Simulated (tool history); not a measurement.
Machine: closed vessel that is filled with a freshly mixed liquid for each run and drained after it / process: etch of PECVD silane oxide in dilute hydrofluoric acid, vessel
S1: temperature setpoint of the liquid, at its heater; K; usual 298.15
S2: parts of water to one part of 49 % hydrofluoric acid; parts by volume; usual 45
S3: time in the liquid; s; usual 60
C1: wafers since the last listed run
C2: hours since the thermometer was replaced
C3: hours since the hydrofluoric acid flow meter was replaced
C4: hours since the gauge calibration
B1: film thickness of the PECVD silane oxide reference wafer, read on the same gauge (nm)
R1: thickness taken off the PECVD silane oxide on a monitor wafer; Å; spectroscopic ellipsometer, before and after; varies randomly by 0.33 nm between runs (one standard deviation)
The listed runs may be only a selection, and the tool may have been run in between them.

run,hour,S1,S2,S3,C1,C2,C3,C4,B1,R1
1,0,298.15,45,60,0,806.2,1845.6,14.1,119.99,775.7
2,13.2,298.15,45,60,1667,819.4,1858.8,27.3,119.99,779
3,29.9,298.15,45,60,2109,836.1,1875.5,44,119.99,785.8
4,46.9,301.65,45,60,2147,853.1,1892.5,61,120.01,900.6
5,63,301.65,45,60,2033,869.2,1908.6,77.1,119.99,904.4
6,73.6,298.15,45,60,1339,879.8,1919.2,87.7,120,791.9
# hour 89.5: hydrofluoric acid flow meter replaced
7,113.1,298.15,45,60,4863,919.3,23.6,127.2,119.99,790.4
8,128.1,298.15,50,85,1894,934.3,38.6,142.2,119.98,1005.3
9,139.9,298.15,50,85,1490,946.1,50.4,154,119.99,1012
10,149.3,298.15,45,60,1187,955.5,59.8,163.4,120,792.2
# hour 155.5: thermometer replaced
11,162.1,300.15,60,85,1490,6.6,72.6,176.2,120,809.9
# hour 168.3: gauge calibrated
12,200.9,298.15,45,60,4901,45.4,111.4,32.6,120,729.9
13,208.8,303.15,30,30,998,53.3,119.3,40.5,119.99,681.2
14,221.1,301.65,65,60,1553,65.6,131.6,52.8,120,559.7
15,235,298.15,50,35,1755,79.5,145.5,66.7,120.03,379.8
16,250.9,303.15,30,30,2008,95.4,161.4,82.6,119.99,684
17,263.1,301.15,45,85,1541,107.6,173.6,94.8,119.99,1167
18,273.8,302.15,45,60,1351,118.3,184.3,105.5,120.02,856.3
19,283.9,298.15,35,80,1275,128.4,194.4,115.6,120.02,1277.8

Below, each run's measurement less what the same run would have read without the hidden state. Both values contain the same run-to-run variation, but the gauge's scatter may not be the same in both:
The tool's hidden condition here consists of: liquid hotter than its thermometer reads (K); hydrofluoric acid flow below the setpoint (%); gauge reads high (%).
run,R1
1,+63.2
2,+64.3
3,+66.4
4,+75.4
5,+77
6,+70.1
7,+72.8
8,+93.4
9,+95.1
10,+75.6
11,+5.2
12,+7.7
13,+7.6
14,+6.7
15,+5.4
16,+10.6
17,+19.5
18,+15.1
19,+24.6

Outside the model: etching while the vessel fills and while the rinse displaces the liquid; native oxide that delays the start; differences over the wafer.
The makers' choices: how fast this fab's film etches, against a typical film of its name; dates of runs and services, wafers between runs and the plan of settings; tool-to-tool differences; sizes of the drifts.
